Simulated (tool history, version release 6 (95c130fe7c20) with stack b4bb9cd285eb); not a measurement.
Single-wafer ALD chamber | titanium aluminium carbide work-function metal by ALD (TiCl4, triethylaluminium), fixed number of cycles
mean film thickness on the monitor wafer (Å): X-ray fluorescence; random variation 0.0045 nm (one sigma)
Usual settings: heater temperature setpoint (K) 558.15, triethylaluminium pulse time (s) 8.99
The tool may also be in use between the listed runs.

run,hour,heater temperature setpoint (K),triethylaluminium pulse time (s),"read-back reference wafer on the same gauge, thickness_nm",mean film thickness on the monitor wafer (Å)
1,0,558.15,8.99,1.68,17.85
2,26.4,558.15,7.91,1.681,17.15
3,68.6,558.15,7.91,1.68,17.2
4,229.3,558.15,7.91,1.68,17.17
5,267.4,558.15,8.99,1.679,17.85
6,298.6,558.15,8.99,1.679,17.83
7,366.5,558.15,8.99,1.68,17.85
8,391.4,558.15,8.99,1.68,17.89
9,440.4,558.15,8.99,1.682,17.84
10,531.7,558.15,8.99,1.679,17.94
11,576,558.15,8.99,1.68,17.9
12,641.8,558.15,8.99,1.68,17.83
13,705,558.15,8.99,1.682,17.88
14,831,558.15,10.63,1.681,18.39
15,862,558.15,5.93,1.678,13.65
16,887.1,558.15,8.99,1.678,17.83
17,919.4,544.15,6.69,1.679,14.35
18,978,558.15,8.99,1.68,17.87
19,1028.8,558.15,5.93,1.679,13.63
20,1078.8,558.15,8.99,1.681,17.88
21,1105.8,558.15,6.08,1.678,14.09
22,1176.9,570.15,10.87,1.68,19.66
23,1216,558.15,5.47,1.681,12.08
24,1254.8,562.15,8.99,1.682,18.24
25,1279.6,568.15,7.07,1.68,16.92
26,1310.1,563.15,8.99,1.678,18.37
27,1345,567.15,8.99,1.679,18.75
28,1390,569.15,7.66,1.679,17.85
29,1453.2,552.15,11.86,1.68,17.96
30,1505.9,558.15,8.99,1.68,17.86
31,1572.7,558.15,8.99,1.68,17.86
32,1622.3,565.15,7.34,1.679,17.12
33,1665.5,572.15,10.88,1.679,19.86
34,1732.3,558.15,8.99,1.68,17.8

Not shown: 6 entries that the log had between the listed runs. Between which runs, and how does the tool's hidden state differ before and after?
Between runs 6 and 7: triethylaluminium bottle replaced (hour 326.7)
  no hidden state differs between the two runs
Between runs 14 and 15: showerhead replaced (hour 861.5)
  no hidden state differs between the two runs
Between runs 15 and 16: thermocouple changed; heater temperature recalibrated (hour 871)
  no hidden state differs between the two runs
Between runs 17 and 18: triethylaluminium bottle replaced (hour 974.4)
  no hidden state differs between the two runs
Between runs 24 and 25: gauge calibrated (hour 1264.9)
  no hidden state differs between the two runs
Between runs 30 and 31: triethylaluminium bottle replaced (hour 1553)
  no hidden state differs between the two runs
